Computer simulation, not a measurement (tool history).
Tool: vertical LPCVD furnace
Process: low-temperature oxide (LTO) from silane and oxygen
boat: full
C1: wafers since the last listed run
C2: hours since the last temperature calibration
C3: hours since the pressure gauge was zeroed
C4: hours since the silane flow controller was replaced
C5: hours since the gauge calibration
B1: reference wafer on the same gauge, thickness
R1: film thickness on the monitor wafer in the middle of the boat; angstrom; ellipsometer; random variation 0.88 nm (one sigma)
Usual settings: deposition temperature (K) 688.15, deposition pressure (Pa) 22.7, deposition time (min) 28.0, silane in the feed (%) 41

{"run": 1, "hour": 0.0, "deposition temperature (K)": 688.15, "deposition pressure (Pa)": 22.7, "deposition time (min)": 28.0, "silane in the feed (%)": 41, "C1": 0, "C2": 608.1, "C3": 436.7, "C4": 5463.4, "C5": 763.9, "B1": 270.37, "R1": 2421.1}
{"run": 2, "hour": 38.5, "deposition temperature (K)": 688.15, "deposition pressure (Pa)": 22.7, "deposition time (min)": 28.0, "silane in the feed (%)": 41, "C1": 775, "C2": 646.6, "C3": 475.2, "C4": 5501.9, "C5": 802.4, "B1": 269.9, "R1": 2439.5}
{"run": 3, "hour": 223.1, "deposition temperature (K)": 688.15, "deposition pressure (Pa)": 22.7, "deposition time (min)": 28.0, "silane in the feed (%)": 41, "C1": 3720, "C2": 831.2, "C3": 659.8, "C4": 5686.5, "C5": 987.0, "B1": 270.11, "R1": 2435.8}
{"run": 4, "hour": 250.9, "deposition temperature (K)": 688.15, "deposition pressure (Pa)": 22.7, "deposition time (min)": 28.0, "silane in the feed (%)": 41, "C1": 560, "C2": 859.0, "C3": 687.6, "C4": 5714.3, "C5": 1014.8, "B1": 269.98, "R1": 2434.1}
{"run": 5, "hour": 306.6, "deposition temperature (K)": 683.15, "deposition pressure (Pa)": 22.7, "deposition time (min)": 31.0, "silane in the feed (%)": 41, "C1": 1122, "C2": 914.7, "C3": 743.3, "C4": 5770.0, "C5": 1070.5, "B1": 270.31, "R1": 2540.6}
{"run": 6, "hour": 337.8, "deposition temperature (K)": 683.15, "deposition pressure (Pa)": 22.7, "deposition time (min)": 31.0, "silane in the feed (%)": 41, "C1": 628, "C2": 945.9, "C3": 774.5, "C4": 5801.2, "C5": 1101.7, "B1": 270.3, "R1": 2542.8}
{"run": 7, "hour": 490.5, "deposition temperature (K)": 683.15, "deposition pressure (Pa)": 22.7, "deposition time (min)": 31.0, "silane in the feed (%)": 41, "C1": 3077, "C2": 1098.6, "C3": 927.2, "C4": 5953.9, "C5": 1254.4, "B1": 269.93, "R1": 2562.2}
{"hour": 542.4, "done": "gauge calibrated"}
{"run": 8, "hour": 553.5, "deposition temperature (K)": 688.15, "deposition pressure (Pa)": 22.7, "deposition time (min)": 28.0, "silane in the feed (%)": 41, "C1": 1269, "C2": 1161.6, "C3": 990.2, "C4": 6016.9, "C5": 11.1, "B1": 269.51, "R1": 2453.0}
{"run": 9, "hour": 613.2, "deposition temperature (K)": 688.15, "deposition pressure (Pa)": 22.7, "deposition time (min)": 33.0, "silane in the feed (%)": 41, "C1": 1203, "C2": 1221.3, "C3": 1049.9, "C4": 6076.6, "C5": 70.8, "B1": 270.04, "R1": 2892.6}
{"run": 10, "hour": 660.2, "deposition temperature (K)": 688.15, "deposition pressure (Pa)": 22.7, "deposition time (min)": 33.0, "silane in the feed (%)": 41, "C1": 947, "C2": 1268.3, "C3": 1096.9, "C4": 6123.6, "C5": 117.8, "B1": 270.07, "R1": 2887.4}
{"run": 11, "hour": 728.0, "deposition temperature (K)": 688.15, "deposition pressure (Pa)": 22.7, "deposition time (min)": 28.0, "silane in the feed (%)": 46, "C1": 1366, "C2": 1336.1, "C3": 1164.7, "C4": 6191.4, "C5": 185.6, "B1": 269.98, "R1": 2757.1}
{"hour": 879.1, "done": "thermocouples replaced and temperature profile calibrated"}
{"run": 12, "hour": 897.6, "deposition temperature (K)": 682.15, "deposition pressure (Pa)": 22.7, "deposition time (min)": 28.0, "silane in the feed (%)": 41, "C1": 2934, "C2": 18.5, "C3": 1334.3, "C4": 6361.0, "C5": 355.2, "B1": 269.87, "R1": 2334.4}
{"run": 13, "hour": 935.4, "deposition temperature (K)": 695.15, "deposition pressure (Pa)": 24.7, "deposition time (min)": 28.0, "silane in the feed (%)": 41, "C1": 761, "C2": 56.3, "C3": 1372.1, "C4": 6398.8, "C5": 393.0, "B1": 270.18, "R1": 2882.4}

The next listed run, before its measurement:
{"run": 14, "hour": 980.3, "deposition temperature (K)": 679.15, "deposition pressure (Pa)": 22.7, "deposition time (min)": 18.5, "silane in the feed (%)": 45, "C1": 904, "C2": 101.2, "C3": 1417.0, "C4": 6443.7, "C5": 437.9, "B1": "?", "R1": "?"}

B1: 270.32
R1: 1639.6 angstrom
Without the tool's hidden state the same run would have given R1 1594.5 angstrom.
